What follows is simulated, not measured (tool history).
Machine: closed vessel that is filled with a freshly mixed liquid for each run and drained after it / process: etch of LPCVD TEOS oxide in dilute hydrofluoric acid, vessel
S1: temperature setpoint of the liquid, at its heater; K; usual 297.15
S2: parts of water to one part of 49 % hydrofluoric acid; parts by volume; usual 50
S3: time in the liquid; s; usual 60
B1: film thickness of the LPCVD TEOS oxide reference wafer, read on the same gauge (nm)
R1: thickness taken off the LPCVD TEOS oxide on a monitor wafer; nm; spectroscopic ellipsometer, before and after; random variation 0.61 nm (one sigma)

run     day      S1  S2  S3      B1      R1
  1       0  297.15  50  60  119.99   70.35
      2.121  -- hydrofluoric acid flow meter replaced
  2   2.808  297.15  50  60     120   65.95
  3   5.233  297.15  40  60  119.98   85.14
  4   6.975  297.15  40  60  120.01   84.82
  5   9.042  297.15  40  60  119.98   86.28
  6  11.133  297.15  50  60  120.01   67.56
  7  12.725  297.15  50  60  119.94   68.62
  8  14.508  297.15  50  60     120   69.46
  9  17.412  297.15  50  60  120.02    69.7
 10  19.158  297.15  50  60  120.01   70.56
 11  20.288  297.15  65  60  119.98    52.9
     21.342  -- hydrofluoric acid flow meter replaced
 12  21.567  298.15  35  60  120.05   99.06
 13  23.496  298.15  35  60  120.02  102.05
 14  25.921  299.15  50  60  119.98   74.04
 15  27.862  299.15  50  60  120.02    73.7
 16  29.333  301.65  45  75  119.98  114.54
 17  30.408  297.15  50  60  120.03    68.4
     30.788  -- thermometer replaced
 18  33.025  297.15  70  90     120   73.92
 19  34.183  297.15  35  60  120.02   99.82
 20  35.442  299.65  55  60  119.96   70.98
 21  37.192  297.15  50  60  119.98   70.35
      38.85  -- hydrofluoric acid flow meter replaced
 22  39.846  297.15  50  60  120.05   66.16
 23  41.875  297.15  50  60  119.99   67.07
     42.017  -- gauge calibrated
 24  43.204  300.65  45  50  120.03   72.35
 25  44.558  299.65  55  75     120   83.71
 26  47.396  293.65  30  80     120  134.52
 27  49.979  302.15  50  40     120   57.47
 28  51.229  301.65  50  60  120.03   82.53
 29  53.179  297.15  50  60  120.01   70.77
 30  55.888  293.15  70  35  119.97   24.56

3 ways to go on from here, each from the tool as it stands after run 30. What would each give?
  A  55.917  297.15  50  60   ?   ?
  B  55.917  300.65  30  30   ?   ?
  C  55.917  300.15  50  50   ?   ?

run      B1     R1
  A  120.02  70.89
  B  120.02     70
  C  120.02  66.76
Without the tool's hidden state the same runs would have given:
run     R1
  A  65.78
  B  65.06
  C  61.93
